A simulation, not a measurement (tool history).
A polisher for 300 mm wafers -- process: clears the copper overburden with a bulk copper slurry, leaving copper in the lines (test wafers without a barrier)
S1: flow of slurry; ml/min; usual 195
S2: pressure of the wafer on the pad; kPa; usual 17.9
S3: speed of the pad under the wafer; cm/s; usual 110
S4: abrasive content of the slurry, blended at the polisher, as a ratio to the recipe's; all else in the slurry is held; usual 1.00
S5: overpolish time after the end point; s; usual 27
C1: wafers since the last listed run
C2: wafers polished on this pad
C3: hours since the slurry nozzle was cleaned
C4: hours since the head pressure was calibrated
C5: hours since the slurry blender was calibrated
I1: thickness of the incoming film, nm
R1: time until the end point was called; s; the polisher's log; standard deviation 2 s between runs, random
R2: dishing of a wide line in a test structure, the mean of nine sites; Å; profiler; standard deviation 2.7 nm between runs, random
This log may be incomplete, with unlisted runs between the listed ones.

{"run": 1, "hour": 0.0, "S1": 195, "S2": 17.9, "S3": 110, "S4": 1.0, "S5": 27, "C1": 0, "C2": 752, "C3": 390.4, "C4": 1037.7, "C5": 316.6, "I1": 1510.4, "R1": 191.5, "R2": 1080}
{"hour": 40.8, "done": "head pressure recalibrated"}
{"run": 2, "hour": 41.3, "S1": 195, "S2": 17.9, "S3": 110, "S4": 1.0, "S5": 37, "C1": 152, "C2": 904, "C3": 431.7, "C4": 0.5, "C5": 357.9, "I1": 1505.7, "R1": 190.2, "R2": 1232}
{"hour": 145.1, "done": "slurry blender recalibrated"}
{"hour": 171.6, "done": "worn pad replaced by a new one"}
{"run": 3, "hour": 174.4, "S1": 195, "S2": 17.9, "S3": 110, "S4": 1.0, "S5": 37, "C1": 494, "C2": 10, "C3": 564.8, "C4": 133.6, "C5": 29.3, "I1": 1508.4, "R1": 197.4, "R2": 1246}
{"hour": 215.5, "done": "slurry nozzle cleaned"}
{"run": 4, "hour": 232.9, "S1": 195, "S2": 17.9, "S3": 110, "S4": 1.2, "S5": 27, "C1": 223, "C2": 234, "C3": 17.4, "C4": 192.1, "C5": 87.8, "I1": 1485.2, "R1": 173.0, "R2": 1133}
{"run": 5, "hour": 295.3, "S1": 195, "S2": 17.9, "S3": 110, "S4": 1.2, "S5": 27, "C1": 242, "C2": 477, "C3": 79.8, "C4": 254.5, "C5": 150.2, "I1": 1512.1, "R1": 175.7, "R2": 1093}
{"run": 6, "hour": 365.5, "S1": 195, "S2": 17.9, "S3": 110, "S4": 1.2, "S5": 27, "C1": 273, "C2": 750, "C3": 150.0, "C4": 324.7, "C5": 220.4, "I1": 1512.2, "R1": 176.7, "R2": 1115}
{"run": 7, "hour": 452.8, "S1": 195, "S2": 17.9, "S3": 110, "S4": 1.0, "S5": 27, "C1": 339, "C2": 1090, "C3": 237.3, "C4": 412.0, "C5": 307.7, "I1": 1534.9, "R1": 188.0, "R2": 1083}
{"run": 8, "hour": 499.8, "S1": 195, "S2": 17.9, "S3": 110, "S4": 1.0, "S5": 15, "C1": 182, "C2": 1273, "C3": 284.3, "C4": 459.0, "C5": 354.7, "I1": 1527.3, "R1": 187.6, "R2": 769}
{"hour": 517.1, "done": "worn pad replaced by a new one"}
{"run": 9, "hour": 534.6, "S1": 195, "S2": 17.9, "S3": 110, "S4": 1.0, "S5": 15, "C1": 119, "C2": 68, "C3": 319.1, "C4": 493.8, "C5": 389.5, "I1": 1513.3, "R1": 189.9, "R2": 778}
{"hour": 556.4, "done": "slurry blender recalibrated"}
{"run": 10, "hour": 597.0, "S1": 195, "S2": 17.9, "S3": 110, "S4": 1.0, "S5": 27, "C1": 235, "C2": 303, "C3": 381.5, "C4": 556.2, "C5": 40.6, "I1": 1522.7, "R1": 184.9, "R2": 1111}
{"run": 11, "hour": 654.5, "S1": 195, "S2": 17.9, "S3": 110, "S4": 1.0, "S5": 27, "C1": 223, "C2": 527, "C3": 439.0, "C4": 613.7, "C5": 98.1, "I1": 1534.3, "R1": 189.6, "R2": 1101}
{"run": 12, "hour": 683.3, "S1": 195, "S2": 17.9, "S3": 110, "S4": 1.0, "S5": 27, "C1": 112, "C2": 639, "C3": 467.8, "C4": 642.5, "C5": 126.9, "I1": 1509.0, "R1": 187.4, "R2": 1054}
{"hour": 692.3, "done": "slurry nozzle cleaned"}
{"run": 13, "hour": 732.8, "S1": 195, "S2": 17.9, "S3": 110, "S4": 1.0, "S5": 16, "C1": 188, "C2": 827, "C3": 40.5, "C4": 692.0, "C5": 176.4, "I1": 1499.8, "R1": 180.1, "R2": 798}
{"run": 14, "hour": 797.9, "S1": 255, "S2": 17.9, "S3": 110, "S4": 1.0, "S5": 15, "C1": 253, "C2": 1081, "C3": 105.6, "C4": 757.1, "C5": 241.5, "I1": 1528.2, "R1": 180.0, "R2": 764}
{"run": 15, "hour": 824.6, "S1": 195, "S2": 17.9, "S3": 124, "S4": 1.0, "S5": 27, "C1": 103, "C2": 1185, "C3": 132.3, "C4": 783.8, "C5": 268.2, "I1": 1480.5, "R1": 166.0, "R2": 1157}
{"hour": 847.7, "done": "worn pad replaced by a new one"}
{"run": 16, "hour": 879.1, "S1": 195, "S2": 14.5, "S3": 110, "S4": 1.0, "S5": 41, "C1": 196, "C2": 122, "C3": 186.8, "C4": 838.3, "C5": 322.7, "I1": 1539.1, "R1": 235.4, "R2": 1160}
{"run": 17, "hour": 940.0, "S1": 195, "S2": 17.9, "S3": 110, "S4": 1.0, "S5": 27, "C1": 236, "C2": 359, "C3": 247.7, "C4": 899.2, "C5": 383.6, "I1": 1520.0, "R1": 187.0, "R2": 1050}
{"run": 18, "hour": 983.0, "S1": 150, "S2": 17.9, "S3": 148, "S4": 1.2, "S5": 27, "C1": 167, "C2": 526, "C3": 290.7, "C4": 942.2, "C5": 426.6, "I1": 1497.6, "R1": 151.9, "R2": 1199}
{"hour": 1005.2, "done": "slurry blender recalibrated"}
{"run": 19, "hour": 1020.4, "S1": 255, "S2": 15.2, "S3": 146, "S4": 1.2, "S5": 27, "C1": 137, "C2": 664, "C3": 328.1, "C4": 979.6, "C5": 15.2, "I1": 1490.6, "R1": 165.1, "R2": 1139}
{"hour": 1082.3, "done": "head pressure recalibrated"}
{"run": 20, "hour": 1086.5, "S1": 195, "S2": 17.9, "S3": 110, "S4": 1.0, "S5": 27, "C1": 249, "C2": 913, "C3": 394.2, "C4": 4.2, "C5": 81.3, "I1": 1491.8, "R1": 184.0, "R2": 1054}
{"run": 21, "hour": 1117.8, "S1": 195, "S2": 17.9, "S3": 110, "S4": 1.0, "S5": 18, "C1": 121, "C2": 1035, "C3": 425.5, "C4": 35.5, "C5": 112.6, "I1": 1521.9, "R1": 191.9, "R2": 816}
{"run": 22, "hour": 1158.3, "S1": 250, "S2": 23.4, "S3": 110, "S4": 1.0, "S5": 16, "C1": 157, "C2": 1192, "C3": 466.0, "C4": 76.0, "C5": 153.1, "I1": 1511.1, "R1": 140.9, "R2": 974}
{"hour": 1200.8, "done": "worn pad replaced by a new one"}
{"run": 23, "hour": 1220.7, "S1": 195, "S2": 17.9, "S3": 110, "S4": 1.0, "S5": 27, "C1": 227, "C2": 77, "C3": 528.4, "C4": 138.4, "C5": 215.5, "I1": 1516.7, "R1": 198.4, "R2": 1093}
{"hour": 1265.9, "done": "slurry nozzle cleaned"}
{"run": 24, "hour": 1272.1, "S1": 195, "S2": 13.8, "S3": 110, "S4": 1.0, "S5": 33, "C1": 196, "C2": 273, "C3": 6.2, "C4": 189.8, "C5": 266.9, "I1": 1511.2, "R1": 240.6, "R2": 1004}
{"run": 25, "hour": 1320.5, "S1": 195, "S2": 12.4, "S3": 110, "S4": 1.15, "S5": 27, "C1": 188, "C2": 461, "C3": 54.6, "C4": 238.2, "C5": 315.3, "I1": 1510.6, "R1": 260.6, "R2": 877}
{"hour": 1431.1, "done": "slurry blender recalibrated"}
{"run": 26, "hour": 1498.3, "S1": 195, "S2": 17.9, "S3": 78, "S4": 0.75, "S5": 27, "C1": 684, "C2": 1145, "C3": 232.4, "C4": 416.0, "C5": 67.2, "I1": 1530.5, "R1": 244.4, "R2": 948}
{"run": 27, "hour": 1557.3, "S1": 195, "S2": 17.9, "S3": 110, "S4": 1.0, "S5": 27, "C1": 229, "C2": 1375, "C3": 291.4, "C4": 475.0, "C5": 126.2, "I1": 1517.5, "R1": 187.4, "R2": 1125}
{"hour": 1613.3, "done": "worn pad replaced by a new one"}
{"run": 28, "hour": 1614.6, "S1": 140, "S2": 15.2, "S3": 110, "S4": 1.25, "S5": 27, "C1": 207, "C2": 5, "C3": 348.7, "C4": 532.3, "C5": 183.5, "I1": 1510.6, "R1": 223.0, "R2": 966}
{"run": 29, "hour": 1646.2, "S1": 195, "S2": 17.9, "S3": 146, "S4": 1.0, "S5": 27, "C1": 122, "C2": 128, "C3": 380.3, "C4": 563.9, "C5": 215.1, "I1": 1523.8, "R1": 156.2, "R2": 1252}

Selected run-to-run steps in R1, each split into two signed amounts: the part the tool would show with no hidden state at all (from settings, incoming material and random variation), and the remainder, which goes to the hidden state together with any gauge scatter not common to the measured and the hidden-state-free results:
Unlogged tool condition in this case: removal rate lost through wear of the pad, %; slurry flow missing at the pad, %; deviation of the head's pressure from its setpoint, %; abrasive missing from the slurry, %.
Run 3 -> 4: S4 1.00 -> 1.20, S5 37 -> 27, slurry nozzle cleaned. R1 -24.4 s: hidden state -12.6, all else -11.8.
Run 15 -> 16: S2 17.9 -> 14.5, S3 124 -> 110, S5 27 -> 41, worn pad replaced by a new one. R1 +69.4 s: hidden state +0.7, all else +68.7.
Run 23 -> 24: S2 17.9 -> 13.8, S5 27 -> 33, slurry nozzle cleaned. R1 +42.2 s: hidden state -8.2, all else +50.4.
Run 28 -> 29: S1 140 -> 195, S2 15.2 -> 17.9, S3 110 -> 146, S4 1.25 -> 1.00. R1 -66.8 s: hidden state -2.7, all else -64.1.
